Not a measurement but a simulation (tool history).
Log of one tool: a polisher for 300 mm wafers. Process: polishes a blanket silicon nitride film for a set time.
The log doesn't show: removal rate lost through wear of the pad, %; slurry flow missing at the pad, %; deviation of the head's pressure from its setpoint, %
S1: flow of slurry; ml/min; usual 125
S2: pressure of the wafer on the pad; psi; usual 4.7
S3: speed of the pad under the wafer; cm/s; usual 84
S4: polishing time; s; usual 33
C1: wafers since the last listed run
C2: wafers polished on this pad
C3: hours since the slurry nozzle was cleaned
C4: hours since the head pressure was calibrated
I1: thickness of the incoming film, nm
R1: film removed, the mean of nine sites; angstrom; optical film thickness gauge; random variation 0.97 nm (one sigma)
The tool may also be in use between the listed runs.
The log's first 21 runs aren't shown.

-- hour=588.8 worn pad replaced by a new one
run 22 hour=592.4 | S1=125 S2=4.7 S3=84 S4=33 | C1=179 C2=24 C3=228.6 C4=191.0 | I1=919.7 | R1=670
run 23 hour=625.1 | S1=125 S2=4.7 S3=84 S4=38 | C1=219 C2=244 C3=261.3 C4=223.7 | I1=911.5 | R1=734
run 24 hour=640.2 | S1=125 S2=4.7 S3=56 S4=42 | C1=101 C2=345 C3=276.4 C4=238.8 | I1=919.0 | R1=612
run 25 hour=675.8 | S1=125 S2=4.7 S3=108 S4=33 | C1=239 C2=585 C3=312.0 C4=274.4 | I1=894.5 | R1=751
run 26 hour=701.4 | S1=125 S2=4.7 S3=84 S4=39 | C1=172 C2=757 C3=337.6 C4=300.0 | I1=905.5 | R1=714
run 27 hour=715.1 | S1=125 S2=6.2 S3=64 S4=33 | C1=92 C2=849 C3=351.3 C4=313.7 | I1=923.1 | R1=646
run 28 hour=736.5 | S1=125 S2=4.7 S3=110 S4=43 | C1=143 C2=993 C3=372.7 C4=335.1 | I1=915.1 | R1=934
run 29 hour=771.6 | S1=125 S2=4.7 S3=84 S4=33 | C1=236 C2=1229 C3=407.8 C4=370.2 | I1=921.6 | R1=579
-- hour=777.7 worn pad replaced by a new one
run 30 hour=796.1 | S1=140 S2=4.7 S3=102 S4=44 | C1=137 C2=123 C3=432.3 C4=394.7 | I1=899.9 | R1=988
run 31 hour=809.7 | S1=125 S2=4.7 S3=84 S4=33 | C1=91 C2=215 C3=445.9 C4=408.3 | I1=894.8 | R1=605
run 32 hour=826.9 | S1=125 S2=4.7 S3=84 S4=33 | C1=115 C2=330 C3=463.1 C4=425.5 | I1=915.2 | R1=607
run 33 hour=858.6 | S1=125 S2=4.7 S3=84 S4=33 | C1=213 C2=543 C3=494.8 C4=457.2 | I1=910.5 | R1=592
run 34 hour=872.2 | S1=105 S2=4.7 S3=84 S4=33 | C1=91 C2=635 C3=508.4 C4=470.8 | I1=915.0 | R1=530
run 35 hour=907.4 | S1=155 S2=4.7 S3=84 S4=22 | C1=236 C2=871 C3=543.6 C4=506.0 | I1=899.0 | R1=394
run 36 hour=922.2 | S1=100 S2=5.7 S3=94 S4=27 | C1=99 C2=971 C3=558.4 C4=520.8 | I1=909.2 | R1=529

The next listed run, before its measurement:
run 37 hour=953.4 | S1=140 S2=3.5 S3=100 S4=23 | C1=209 C2=1181 C3=589.6 C4=552.0 | I1=910.3 | R1=?

Run 37 gave R1 318 angstrom.
Without the tool's hidden state the same run would have given R1 434 angstrom.
